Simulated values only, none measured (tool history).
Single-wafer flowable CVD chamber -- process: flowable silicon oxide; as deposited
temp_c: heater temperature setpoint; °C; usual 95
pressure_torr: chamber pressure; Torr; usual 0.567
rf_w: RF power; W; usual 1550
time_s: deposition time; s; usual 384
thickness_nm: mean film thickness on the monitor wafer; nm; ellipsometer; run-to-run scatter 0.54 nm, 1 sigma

| run | hour | temp_c | pressure_torr | rf_w | time_s | wafers since the last listed run | hours since the last thermocouple change | hours since the last RF generator calibration | hours since the last manometer calibration | hours since the showerhead was replaced | hours since the gauge calibration | read-back reference wafer on the same gauge, thickness_nm | thickness_nm |
|---|---|---|---|---|---|---|---|---|---|---|---|---|---|
| 1 | 0 | 95 | 0.567 | 1550 | 384 | 0 | 1666 | 1980.5 | 4 | 4035 | 2443.7 | 176.432 | 163.832 |
|  | 34 | RF generator calibrated |
| 2 | 63.2 | 95 | 0.567 | 1550 | 384 | 235 | 1729.2 | 29.2 | 67.2 | 4098.2 | 2506.9 | 176.746 | 164.509 |
| 3 | 92.3 | 95 | 0.567 | 1550 | 384 | 124 | 1758.3 | 58.3 | 96.3 | 4127.3 | 2536 | 176.741 | 163.97 |
| 4 | 131.9 | 95 | 0.567 | 1550 | 384 | 168 | 1797.9 | 97.9 | 135.9 | 4166.9 | 2575.6 | 177.071 | 163.654 |
| 5 | 158.4 | 95 | 0.567 | 1550 | 384 | 112 | 1824.4 | 124.4 | 162.4 | 4193.4 | 2602.1 | 177.043 | 164.291 |
| 6 | 307 | 95 | 0.567 | 1550 | 384 | 633 | 1973 | 273 | 311 | 4342 | 2750.7 | 177.764 | 165.586 |
| 7 | 367.1 | 95 | 0.567 | 1550 | 384 | 256 | 2033.1 | 333.1 | 371.1 | 4402.1 | 2810.8 | 178.004 | 165.458 |
| 8 | 397.7 | 89 | 0.567 | 1705 | 384 | 130 | 2063.7 | 363.7 | 401.7 | 4432.7 | 2841.4 | 178.135 | 207.623 |
| 9 | 426.3 | 106 | 0.505 | 1805 | 405 | 121 | 2092.3 | 392.3 | 430.3 | 4461.3 | 2870 | 178.197 | 111.534 |
| 10 | 494.6 | 95 | 0.567 | 1550 | 384 | 291 | 2160.6 | 460.6 | 498.6 | 4529.6 | 2938.3 | 178.422 | 165.823 |
|  | 522.3 | showerhead replaced |
| 11 | 615 | 95 | 0.567 | 1550 | 409 | 479 | 2281 | 581 | 619 | 92.7 | 3058.7 | 179.159 | 177.088 |
|  | 639.3 | thermocouple changed; heater temperature recalibrated |
| 12 | 665.9 | 95 | 0.433 | 1860 | 384 | 182 | 26.6 | 631.9 | 669.9 | 143.6 | 3109.6 | 179.395 | 134.732 |
| 13 | 722.9 | 104 | 0.668 | 1245 | 384 | 242 | 83.6 | 688.9 | 726.9 | 200.6 | 3166.6 | 179.592 | 134.836 |
| 14 | 782.3 | 104 | 0.567 | 1710 | 384 | 253 | 143 | 748.3 | 786.3 | 260 | 3226 | 179.924 | 126.697 |
|  | 782.7 | gauge calibrated |
| 15 | 849.6 | 95 | 0.52 | 1355 | 434 | 286 | 210.3 | 815.6 | 853.6 | 327.3 | 66.9 | 173.719 | 160.523 |
| 16 | 876.4 | 95 | 0.642 | 1550 | 343 | 114 | 237.1 | 842.4 | 880.4 | 354.1 | 93.7 | 173.639 | 164.542 |
| 17 | 901.6 | 86 | 0.567 | 1385 | 384 | 107 | 262.3 | 867.6 | 905.6 | 379.3 | 118.9 | 173.663 | 208.693 |
| 18 | 948.8 | 110 | 0.641 | 1660 | 457 | 201 | 309.5 | 914.8 | 952.8 | 426.5 | 166.1 | 173.848 | 133.042 |
| 19 | 1020.5 | 95 | 0.567 | 1550 | 384 | 305 | 381.2 | 986.5 | 1024.5 | 498.2 | 237.8 | 173.677 | 161.673 |
| 20 | 1088.6 | 108 | 0.567 | 1550 | 420 | 290 | 449.3 | 1054.6 | 1092.6 | 566.3 | 305.9 | 173.683 | 113.75 |
| 21 | 1126 | 90 | 0.567 | 1550 | 384 | 159 | 486.7 | 1092 | 1130 | 603.7 | 343.3 | 173.789 | 191.702 |
| 22 | 1282.3 | 95 | 0.62 | 1375 | 384 | 666 | 643 | 1248.3 | 1286.3 | 760 | 499.6 | 173.863 | 170.646 |
| 23 | 1310.8 | 95 | 0.567 | 1550 | 384 | 121 | 671.5 | 1276.8 | 1314.8 | 788.5 | 528.1 | 173.796 | 161.98 |
| 24 | 1515.6 | 95 | 0.567 | 1300 | 384 | 872 | 876.3 | 1481.6 | 1519.6 | 993.3 | 732.9 | 174.161 | 153.513 |
| 25 | 1560.3 | 95 | 0.567 | 1330 | 384 | 190 | 921 | 1526.3 | 1564.3 | 1038 | 777.6 | 174.17 | 155.02 |
| 26 | 1619.2 | 82 | 0.567 | 1740 | 384 | 251 | 979.9 | 1585.2 | 1623.2 | 1096.9 | 836.5 | 174.259 | 253.01 |
| 27 | 1653.1 | 81 | 0.567 | 1795 | 350 | 144 | 1013.8 | 1619.1 | 1657.1 | 1130.8 | 870.4 | 174.312 | 241.832 |
| 28 | 1710.5 | 95 | 0.567 | 1725 | 384 | 244 | 1071.2 | 1676.5 | 1714.5 | 1188.2 | 927.8 | 174.329 | 166.912 |
| 29 | 1738.7 | 95 | 0.686 | 1355 | 446 | 120 | 1099.4 | 1704.7 | 1742.7 | 1216.4 | 956 | 174.37 | 218.228 |

Predict each of these 3 candidate next runs independently; none follows another, all start after run 29:
| A | 1739.2 | 95 | 0.567 | 1550 | 384 | 2 | 1099.9 | 1705.2 | 1743.2 | 1216.9 | 956.5 | ? | ? |
| B | 1739.2 | 81 | 0.495 | 1550 | 384 | 2 | 1099.9 | 1705.2 | 1743.2 | 1216.9 | 956.5 | ? | ? |
| C | 1739.2 | 95 | 0.493 | 1795 | 384 | 2 | 1099.9 | 1705.2 | 1743.2 | 1216.9 | 956.5 | ? | ? |

| run | read-back reference wafer on the same gauge, thickness_nm | thickness_nm |
|---|---|---|
| A | 174.406 | 162.476 |
| B | 174.406 | 223.062 |
| C | 174.406 | 147.186 |
Without the tool's hidden state the same runs would have given:
| run | thickness_nm |
|---|---|
| A | 161.19 |
| B | 221.297 |
| C | 146.021 |
